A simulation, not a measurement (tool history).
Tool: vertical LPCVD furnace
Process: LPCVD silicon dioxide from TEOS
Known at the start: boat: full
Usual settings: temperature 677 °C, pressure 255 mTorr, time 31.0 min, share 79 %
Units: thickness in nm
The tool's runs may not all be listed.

| run | hour | temperature | pressure | time | share | read-back reference wafer on the same gauge, thickness | thickness |
|---|---|---|---|---|---|---|---|
| 1 | 0.0 | 677 | 255 | 31.0 | 79 | 141.03 | 138.86 |
| 2 | 47.7 | 677 | 255 | 31.0 | 79 | 141.02 | 138.77 |
| 3 | 115.8 | 677 | 255 | 31.0 | 79 | 141.03 | 138.67 |
| 4 | 166.8 | 685 | 205 | 31.0 | 79 | 141.00 | 149.37 |
| 5 | 243.4 | 685 | 205 | 31.0 | 79 | 140.87 | 150.00 |
| 6 | 326.0 | 685 | 205 | 31.0 | 79 | 141.00 | 149.85 |
| 7 | 387.4 | 677 | 255 | 27.5 | 79 | 140.94 | 122.92 |
|  | 493.1 | gauge calibrated |
| 8 | 494.6 | 677 | 255 | 27.5 | 79 | 141.02 | 122.84 |
|  | 555.3 | thermocouples replaced and temperature profile calibrated |
| 9 | 555.8 | 677 | 255 | 31.0 | 73 | 141.01 | 128.63 |
| 10 | 631.3 | 677 | 255 | 31.0 | 79 | 141.02 | 133.88 |
| 11 | 699.1 | 677 | 255 | 31.0 | 79 | 141.09 | 134.56 |
| 12 | 739.5 | 677 | 255 | 31.0 | 79 | 141.03 | 134.00 |
| 13 | 777.6 | 677 | 290 | 31.0 | 79 | 141.01 | 143.94 |
| 14 | 930.3 | 677 | 255 | 31.0 | 79 | 140.98 | 133.99 |
| 15 | 990.2 | 677 | 255 | 31.0 | 79 | 140.98 | 134.44 |
| 16 | 1026.8 | 672 | 280 | 31.0 | 89 | 141.03 | 132.87 |
|  | 1118.5 | pressure gauge zeroed |
| 17 | 1119.0 | 674 | 255 | 31.0 | 79 | 140.92 | 127.62 |
| 18 | 1193.9 | 677 | 255 | 31.0 | 79 | 140.89 | 137.30 |
| 19 | 1295.4 | 677 | 255 | 38.0 | 93 | 140.99 | 183.66 |
|  | 1374.5 | TEOS flow controller replaced |
| 20 | 1452.0 | 672 | 300 | 31.0 | 79 | 141.04 | 132.27 |
| 21 | 1513.0 | 670 | 235 | 19.0 | 88 | 141.13 | 72.41 |
| 22 | 1604.9 | 677 | 255 | 31.0 | 79 | 140.93 | 138.43 |
| 23 | 1665.6 | 677 | 220 | 37.0 | 79 | 141.05 | 152.95 |
| 24 | 1710.1 | 677 | 225 | 31.0 | 79 | 141.02 | 130.39 |
| 25 | 1764.1 | 677 | 255 | 31.0 | 79 | 141.00 | 138.05 |
| 26 | 1858.2 | 672 | 225 | 31.0 | 93 | 141.02 | 125.69 |
| 27 | 1920.1 | 677 | 255 | 22.5 | 79 | 140.98 | 100.63 |
| 28 | 2006.4 | 677 | 255 | 31.0 | 79 | 141.06 | 138.59 |
| 29 | 2062.7 | 677 | 255 | 22.0 | 79 | 141.05 | 98.93 |
| 30 | 2124.1 | 677 | 300 | 38.5 | 72 | 140.92 | 178.69 |
| 31 | 2231.3 | 667 | 210 | 27.0 | 79 | 141.05 | 85.82 |

Forecast each of these 4 alternatives for the next run:
| A | 2235.7 | 677 | 255 | 37.5 | 79 | ? | ? |
| B | 2235.7 | 689 | 225 | 40.5 | 73 | ? | ? |
| C | 2235.7 | 677 | 200 | 31.0 | 79 | ? | ? |
| D | 2235.7 | 677 | 220 | 25.5 | 79 | ? | ? |

| run | read-back reference wafer on the same gauge, thickness | thickness |
|---|---|---|
| A | 141.02 | 168.24 |
| B | 141.02 | 218.89 |
| C | 141.02 | 123.06 |
| D | 141.02 | 106.21 |
Without the tool's hidden state the same runs would have given:
| run | thickness |
|---|---|
| A | 165.13 |
| B | 215.04 |
| C | 120.89 |
| D | 104.30 |
